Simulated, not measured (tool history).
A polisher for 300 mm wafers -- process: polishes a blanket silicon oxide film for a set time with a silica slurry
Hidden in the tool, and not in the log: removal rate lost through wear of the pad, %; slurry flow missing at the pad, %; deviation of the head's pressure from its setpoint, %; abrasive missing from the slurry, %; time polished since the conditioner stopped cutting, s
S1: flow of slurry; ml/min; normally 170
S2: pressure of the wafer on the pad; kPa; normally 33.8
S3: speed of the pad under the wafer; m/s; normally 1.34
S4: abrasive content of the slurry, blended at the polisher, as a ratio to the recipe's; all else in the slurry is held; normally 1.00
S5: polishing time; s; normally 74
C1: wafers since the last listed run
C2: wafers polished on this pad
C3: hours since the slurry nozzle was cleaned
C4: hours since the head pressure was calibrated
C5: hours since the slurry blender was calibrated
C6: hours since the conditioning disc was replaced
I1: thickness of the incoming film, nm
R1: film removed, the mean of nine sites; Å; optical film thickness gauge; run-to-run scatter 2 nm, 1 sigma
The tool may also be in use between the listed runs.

| run | hour | S1 | S2 | S3 | S4 | S5 | C1 | C2 | C3 | C4 | C5 | C6 | I1 | R1 |
|---|---|---|---|---|---|---|---|---|---|---|---|---|---|---|
| 1 | 0.0 | 170 | 33.8 | 1.34 | 1.00 | 74 | 0 | 315 | 116.6 | 581.2 | 29.1 | 108.3 | 985.8 | 2767 |
| 2 | 39.3 | 170 | 33.8 | 1.34 | 1.00 | 74 | 300 | 615 | 155.9 | 620.5 | 68.4 | 147.6 | 987.6 | 2757 |
| 3 | 81.6 | 170 | 33.8 | 1.34 | 1.00 | 74 | 322 | 938 | 198.2 | 662.8 | 110.7 | 189.9 | 975.5 | 2773 |
|  | 128.3 | worn pad replaced by a new one |
|  | 132.5 | slurry blender recalibrated |
| 4 | 143.6 | 170 | 33.8 | 1.34 | 1.00 | 74 | 427 | 101 | 260.2 | 724.8 | 11.1 | 251.9 | 986.3 | 2760 |
| 5 | 178.2 | 170 | 33.8 | 1.34 | 1.00 | 74 | 264 | 365 | 294.8 | 759.4 | 45.7 | 286.5 | 973.7 | 2789 |
|  | 227.4 | conditioning disc replaced and pad reconditioned |
|  | 273.8 | slurry blender recalibrated |
|  | 293.1 | worn pad replaced by a new one |
|  | 356.1 | slurry nozzle cleaned |
| 6 | 385.3 | 170 | 33.8 | 1.34 | 1.00 | 74 | 1512 | 695 | 29.2 | 966.5 | 111.5 | 157.9 | 981.7 | 2778 |
|  | 403.0 | head pressure recalibrated |
| 7 | 423.6 | 170 | 33.8 | 1.34 | 1.00 | 74 | 277 | 973 | 67.5 | 20.6 | 149.8 | 196.2 | 991.0 | 2794 |
|  | 443.6 | worn pad replaced by a new one |
|  | 447.5 | slurry blender recalibrated |
| 8 | 473.2 | 170 | 38.6 | 1.18 | 1.25 | 98 | 332 | 210 | 117.1 | 70.2 | 25.7 | 245.8 | 1007.0 | 4148 |
| 9 | 511.9 | 170 | 33.8 | 1.02 | 1.00 | 74 | 295 | 506 | 155.8 | 108.9 | 64.4 | 284.5 | 1002.4 | 2245 |
|  | 536.3 | conditioning disc replaced and pad reconditioned |
| 10 | 560.8 | 170 | 22.8 | 1.16 | 1.20 | 74 | 358 | 864 | 204.7 | 157.8 | 113.3 | 24.5 | 1008.0 | 1777 |
|  | 584.3 | slurry blender recalibrated |
|  | 588.9 | worn pad replaced by a new one |
| 11 | 609.4 | 170 | 26.2 | 1.34 | 1.00 | 74 | 325 | 156 | 253.3 | 206.4 | 25.1 | 73.1 | 1001.1 | 2160 |
| 12 | 681.0 | 170 | 42.1 | 1.34 | 1.00 | 74 | 546 | 703 | 324.9 | 278.0 | 96.7 | 144.7 | 984.0 | 3504 |
| 13 | 705.7 | 140 | 33.8 | 1.34 | 1.00 | 74 | 188 | 891 | 349.6 | 302.7 | 121.4 | 169.4 | 970.6 | 2692 |
|  | 730.2 | slurry blender recalibrated |
| 14 | 739.5 | 170 | 33.8 | 1.34 | 1.00 | 74 | 242 | 1134 | 383.4 | 336.5 | 9.3 | 203.2 | 992.2 | 2777 |
|  | 756.9 | worn pad replaced by a new one |
| 15 | 772.2 | 170 | 33.8 | 1.34 | 1.00 | 74 | 219 | 116 | 416.1 | 369.2 | 42.0 | 235.9 | 990.2 | 2791 |

Below are 4 alternative next runs, each starting from the tool's condition after run 15. Predict each:
| A | 772.7 | 170 | 33.8 | 1.34 | 1.00 | 74 | 3 | 120 | 416.6 | 369.7 | 42.5 | 236.4 | 995.4 | ? |
| B | 772.7 | 155 | 37.9 | 1.52 | 0.80 | 74 | 3 | 120 | 416.6 | 369.7 | 42.5 | 236.4 | 995.4 | ? |
| C | 772.7 | 120 | 33.8 | 1.34 | 1.00 | 74 | 3 | 120 | 416.6 | 369.7 | 42.5 | 236.4 | 995.4 | ? |
| D | 772.7 | 170 | 33.8 | 1.34 | 1.25 | 74 | 3 | 120 | 416.6 | 369.7 | 42.5 | 236.4 | 995.4 | ? |

| run | R1 |
|---|---|
| A | 2794 |
| B | 3155 |
| C | 2599 |
| D | 3012 |
Stripped of hidden state, with their random variation kept, the same runs would have yielded:
| run | R1 |
|---|---|
| A | 2794 |
| B | 3155 |
| C | 2599 |
| D | 3012 |

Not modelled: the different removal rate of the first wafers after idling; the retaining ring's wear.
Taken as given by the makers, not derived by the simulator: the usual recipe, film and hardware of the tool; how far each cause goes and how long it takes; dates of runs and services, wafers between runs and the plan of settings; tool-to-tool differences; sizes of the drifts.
